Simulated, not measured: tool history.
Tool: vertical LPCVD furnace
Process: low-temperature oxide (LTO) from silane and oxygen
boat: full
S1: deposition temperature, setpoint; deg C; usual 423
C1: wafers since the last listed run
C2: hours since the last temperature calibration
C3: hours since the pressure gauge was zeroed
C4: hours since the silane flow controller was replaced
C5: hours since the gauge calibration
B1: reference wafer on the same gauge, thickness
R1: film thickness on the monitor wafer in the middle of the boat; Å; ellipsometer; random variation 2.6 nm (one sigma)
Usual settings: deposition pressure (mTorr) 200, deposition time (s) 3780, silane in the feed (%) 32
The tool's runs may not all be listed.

Run 1, hour 0.0: usual settings; C1 0; C2 850.9; C3 2133.0; C4 170.8; C5 3221.5; B1 491.88. Result: R1 4404.4 Å.
Run 2, hour 41.1: usual settings; C1 533; C2 892.0; C3 2174.1; C4 211.9; C5 3262.6; B1 494.07. Result: R1 4393.2 Å.
Run 3, hour 131.9: usual settings; C1 1179; C2 982.8; C3 2264.9; C4 302.7; C5 3353.4; B1 492.62. Result: R1 4358.5 Å.
Run 4, hour 215.2: usual settings; C1 1081; C2 1066.1; C3 2348.2; C4 386.0; C5 3436.7; B1 492.49. Result: R1 4376.3 Å.
At hour 262.5: pressure gauge zeroed.
Run 5, hour 322.8: usual settings but deposition time (s) 3210, silane in the feed (%) 36; C1 1085; C2 1173.7; C3 60.3; C4 493.6; C5 3544.3; B1 492.94. Result: R1 4508.3 Å.
At hour 333.4: gauge calibrated.
Run 6, hour 432.5: usual settings but deposition time (s) 3210, silane in the feed (%) 36; C1 1424; C2 1283.4; C3 170.0; C4 603.3; C5 99.1; B1 492.91. Result: R1 4558.1 Å.
Run 7, hour 501.2: usual settings; C1 892; C2 1352.1; C3 238.7; C4 672.0; C5 167.8; B1 493.37. Result: R1 4535.9 Å.
Run 8, hour 541.5: usual settings but deposition pressure (mTorr) 235, silane in the feed (%) 36; C1 523; C2 1392.4; C3 279.0; C4 712.3; C5 208.1; B1 493.02. Result: R1 6295.3 Å.
Run 9, hour 634.3: usual settings but deposition time (s) 4980; C1 1205; C2 1485.2; C3 371.8; C4 805.1; C5 300.9; B1 492.43. Result: R1 5981.9 Å.
Run 10, hour 679.4: usual settings but deposition pressure (mTorr) 155; C1 585; C2 1530.3; C3 416.9; C4 850.2; C5 346.0; B1 492.31. Result: R1 3514.9 Å.
Run 11, hour 783.5: usual settings; C1 1351; C2 1634.4; C3 521.0; C4 954.3; C5 450.1; B1 492.77. Result: R1 4551.9 Å.
At hour 840.4: thermocouples replaced and temperature profile calibrated.
Run 12, hour 859.5: usual settings but S1 433 deg C, deposition pressure (mTorr) 215, deposition time (s) 5280, silane in the feed (%) 38; C1 675; C2 19.1; C3 597.0; C4 1030.3; C5 526.1; B1 493.56. Result: R1 9277.9 Å.
Run 13, hour 974.6: usual settings but silane in the feed (%) 28; C1 1494; C2 134.2; C3 712.1; C4 1145.4; C5 641.2; B1 494.26. Result: R1 3737.3 Å.
Run 14, hour 1028.1: usual settings but S1 418 deg C, deposition pressure (mTorr) 225, deposition time (s) 5160, silane in the feed (%) 27; C1 694; C2 187.7; C3 765.6; C4 1198.9; C5 694.7; B1 492.94. Result: R1 5111.1 Å.
Run 15, hour 1070.8: usual settings but deposition pressure (mTorr) 155; C1 554; C2 230.4; C3 808.3; C4 1241.6; C5 737.4; B1 493.61. Result: R1 3440.4 Å.
Run 16, hour 1158.2: usual settings; C1 1134; C2 317.8; C3 895.7; C4 1329.0; C5 824.8; B1 493.39. Result: R1 4460.3 Å.
Run 17, hour 1203.2: usual settings but S1 434 deg C, deposition pressure (mTorr) 220; C1 584; C2 362.8; C3 940.7; C4 1374.0; C5 869.8; B1 492.87. Result: R1 5560.5 Å.
Run 18, hour 1251.1: usual settings but deposition time (s) 4560; C1 622; C2 410.7; C3 988.6; C4 1421.9; C5 917.7; B1 493.07. Result: R1 5414.1 Å.
Run 19, hour 1330.6: usual settings but deposition time (s) 2850, silane in the feed (%) 27; C1 1032; C2 490.2; C3 1068.1; C4 1501.4; C5 997.2; B1 494.33. Result: R1 2675.9 Å.
Run 20, hour 1406.1: usual settings but deposition pressure (mTorr) 235; C1 980; C2 565.7; C3 1143.6; C4 1576.9; C5 1072.7; B1 491.57. Result: R1 5202.3 Å.
Run 21, hour 1499.2: usual settings but deposition pressure (mTorr) 230; C1 1209; C2 658.8; C3 1236.7; C4 1670.0; C5 1165.8; B1 491.39. Result: R1 5130.1 Å.
Run 22, hour 1590.0: usual settings but S1 428 deg C; C1 1179; C2 749.6; C3 1327.5; C4 1760.8; C5 1256.6; B1 493.22. Result: R1 4706.8 Å.
Run 23, hour 1693.8: usual settings but S1 420 deg C, deposition time (s) 2760, silane in the feed (%) 30; C1 1347; C2 853.4; C3 1431.3; C4 1864.6; C5 1360.4; B1 491.78. Result: R1 2840.2 Å.
Run 24, hour 1733.1: usual settings; C1 510; C2 892.7; C3 1470.6; C4 1903.9; C5 1399.7; B1 492.51. Result: R1 4405.0 Å.
Run 25, hour 1807.8: usual settings; C1 970; C2 967.4; C3 1545.3; C4 1978.6; C5 1474.4; B1 494.12. Result: R1 4416.1 Å.
Run 26, hour 1876.6: usual settings but S1 434 deg C, deposition pressure (mTorr) 180, deposition time (s) 2580, silane in the feed (%) 28; C1 893; C2 1036.2; C3 1614.1; C4 2047.4; C5 1543.2; B1 493.56. Result: R1 2526.9 Å.
Run 27, hour 1955.9: usual settings but deposition pressure (mTorr) 150, deposition time (s) 2310; C1 1029; C2 1115.5; C3 1693.4; C4 2126.7; C5 1622.5; B1 493.93. Result: R1 1975.6 Å.
Run 28, hour 2023.8: usual settings; C1 881; C2 1183.4; C3 1761.3; C4 2194.6; C5 1690.4; B1 493.37. Result: R1 4434.9 Å.
Run 29, hour 2087.3: usual settings; C1 824; C2 1246.9; C3 1824.8; C4 2258.1; C5 1753.9; B1 492.77. Result: R1 4422.1 Å.
Run 30, hour 2171.5: usual settings but deposition time (s) 4860; C1 1093; C2 1331.1; C3 1909.0; C4 2342.3; C5 1838.1; B1 492.74. Result: R1 5672.7 Å.
Run 31, hour 2220.1: usual settings but S1 417 deg C, deposition time (s) 3240, silane in the feed (%) 34; C1 631; C2 1379.7; C3 1957.6; C4 2390.9; C5 1886.7; B1 493.00. Result: R1 3829.9 Å.

4 ways to go on from here, each from the tool as it stands after run 31. What would each give?
Run A, hour 2224.7: usual settings but deposition pressure (mTorr) 170; C1 59; C2 1384.3; C3 1962.2; C4 2395.5; C5 1891.3; B1 ?. Result: R1 ?.
Run B, hour 2224.7: usual settings but S1 429 deg C, deposition pressure (mTorr) 180, deposition time (s) 3300, silane in the feed (%) 28; C1 59; C2 1384.3; C3 1962.2; C4 2395.5; C5 1891.3; B1 ?. Result: R1 ?.
Run C, hour 2224.7: usual settings but S1 414 deg C, silane in the feed (%) 38; C1 59; C2 1384.3; C3 1962.2; C4 2395.5; C5 1891.3; B1 ?. Result: R1 ?.
Run D, hour 2224.7: usual settings but deposition pressure (mTorr) 155, silane in the feed (%) 34; C1 59; C2 1384.3; C3 1962.2; C4 2395.5; C5 1891.3; B1 ?. Result: R1 ?.

run      B1      R1
  A  492.28  3688.9
  B  492.28  3030.1
  C  492.28  4959.0
  D  492.28  3622.5
Without the tool's hidden state the same runs would have given:
run      R1
  A  3916.9
  B  3206.3
  C  5217.0
  D  3869.5
